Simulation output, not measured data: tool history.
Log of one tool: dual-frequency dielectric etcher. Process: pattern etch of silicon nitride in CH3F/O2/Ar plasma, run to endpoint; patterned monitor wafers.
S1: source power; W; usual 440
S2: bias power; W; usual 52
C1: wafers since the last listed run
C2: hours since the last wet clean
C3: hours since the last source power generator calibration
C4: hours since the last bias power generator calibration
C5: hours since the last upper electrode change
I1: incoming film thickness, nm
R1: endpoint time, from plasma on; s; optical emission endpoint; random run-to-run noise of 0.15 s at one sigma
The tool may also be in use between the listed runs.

| run | hour | S1 | S2 | C1 | C2 | C3 | C4 | C5 | I1 | R1 |
|---|---|---|---|---|---|---|---|---|---|---|
| 1 | 0 | 420 | 52 | 0 | 276 | 1445.4 | 3196.5 | 4521.4 | 23.56 | 41.5 |
| 2 | 57.7 | 420 | 52 | 611 | 333.7 | 1503.1 | 3254.2 | 4579.1 | 23.55 | 41.7 |
| 3 | 96.8 | 420 | 52 | 414 | 372.8 | 1542.2 | 3293.3 | 4618.2 | 23.94 | 42.4 |
| 4 | 133.5 | 530 | 52 | 389 | 409.5 | 1578.9 | 3330 | 4654.9 | 23.39 | 39.6 |
| 5 | 196.9 | 440 | 45 | 672 | 472.9 | 1642.3 | 3393.4 | 4718.3 | 23.83 | 44 |
| 6 | 263.2 | 440 | 45 | 702 | 539.2 | 1708.6 | 3459.7 | 4784.6 | 23.57 | 43.5 |
|  | 299.3 | wet clean of the chamber |
| 7 | 299.8 | 440 | 45 | 133 | 0.5 | 1745.2 | 3496.3 | 4821.2 | 23.76 | 42.8 |
| 8 | 344.5 | 440 | 52 | 473 | 45.2 | 1789.9 | 3541 | 4865.9 | 23.63 | 41.2 |
| 9 | 389.6 | 480 | 52 | 478 | 90.3 | 1835 | 3586.1 | 4911 | 23.51 | 40.2 |
| 10 | 418.6 | 440 | 57 | 307 | 119.3 | 1864 | 3615.1 | 4940 | 23.77 | 40.6 |
| 11 | 476.3 | 440 | 57 | 611 | 177 | 1921.7 | 3672.8 | 4997.7 | 23.96 | 40.6 |
| 12 | 504.5 | 380 | 46 | 298 | 205.2 | 1949.9 | 3701 | 5025.9 | 23.71 | 44.2 |
| 13 | 569.2 | 440 | 52 | 685 | 269.9 | 2014.6 | 3765.7 | 5090.6 | 23.52 | 41.4 |
| 14 | 611 | 510 | 59 | 443 | 311.7 | 2056.4 | 3807.5 | 5132.4 | 23.87 | 39.4 |
| 15 | 656.6 | 340 | 48 | 483 | 357.3 | 2102 | 3853.1 | 5178 | 23.7 | 45.2 |
| 16 | 691.1 | 330 | 60 | 365 | 391.8 | 2136.5 | 3887.6 | 5212.5 | 23.57 | 42.4 |
| 17 | 739.9 | 470 | 43 | 517 | 440.6 | 2185.3 | 3936.4 | 5261.3 | 23.83 | 44 |
| 18 | 781.8 | 440 | 52 | 444 | 482.5 | 2227.2 | 3978.3 | 5303.2 | 23.73 | 42.3 |
|  | 885.2 | bias power generator calibrated |
|  | 929.8 | upper electrode replaced |
| 19 | 956.4 | 490 | 43 | 1554 | 657.1 | 2401.8 | 71.2 | 26.6 | 23.86 | 44.6 |
| 20 | 987.8 | 440 | 52 | 332 | 688.5 | 2433.2 | 102.6 | 58 | 23.57 | 42.8 |
|  | 1016.4 | wet clean of the chamber |
| 21 | 1038.4 | 440 | 48 | 281 | 22 | 2483.8 | 153.2 | 108.6 | 23.57 | 41.6 |
|  | 1048.4 | source power generator calibrated |
| 22 | 1086.7 | 440 | 42 | 469 | 70.3 | 38.3 | 201.5 | 156.9 | 23.75 | 43.8 |
| 23 | 1112.7 | 440 | 63 | 275 | 96.3 | 64.3 | 227.5 | 182.9 | 23.91 | 39.5 |
| 24 | 1137.9 | 440 | 52 | 267 | 121.5 | 89.5 | 252.7 | 208.1 | 23.53 | 41 |
| 25 | 1205.3 | 440 | 52 | 714 | 188.9 | 156.9 | 320.1 | 275.5 | 23.73 | 41.4 |
| 26 | 1261.5 | 500 | 43 | 595 | 245.1 | 213.1 | 376.3 | 331.7 | 23.71 | 42.7 |
| 27 | 1322.1 | 440 | 52 | 642 | 305.7 | 273.7 | 436.9 | 392.3 | 23.66 | 41.8 |

For each run, the measured value with the value that run would have given without the tool's hidden condition subtracted. The run-to-run variation is shared by both, the gauge scatter possibly not:
Hidden conditions of the tool in this case: etch rate over this chamber's usual, %; source power that arrives over what is set, %; bias power that arrives over what is set, %.
| run | R1 |
|---|---|
| 1 | +0.5 |
| 2 | +0.6 |
| 3 | +0.7 |
| 4 | +0.7 |
| 5 | +1 |
| 6 | +1.2 |
| 7 | +0.1 |
| 8 | +0.2 |
| 9 | +0.3 |
| 10 | +0.4 |
| 11 | +0.5 |
| 12 | +0.7 |
| 13 | +0.8 |
| 14 | +0.9 |
| 15 | +1.2 |
| 16 | +1.2 |
| 17 | +1.4 |
| 18 | +1.4 |
| 19 | +2.1 |
| 20 | +2 |
| 21 | +0.1 |
| 22 | +0.3 |
| 23 | +0.4 |
| 24 | +0.4 |
| 25 | +0.6 |
| 26 | +0.7 |
| 27 | +0.9 |

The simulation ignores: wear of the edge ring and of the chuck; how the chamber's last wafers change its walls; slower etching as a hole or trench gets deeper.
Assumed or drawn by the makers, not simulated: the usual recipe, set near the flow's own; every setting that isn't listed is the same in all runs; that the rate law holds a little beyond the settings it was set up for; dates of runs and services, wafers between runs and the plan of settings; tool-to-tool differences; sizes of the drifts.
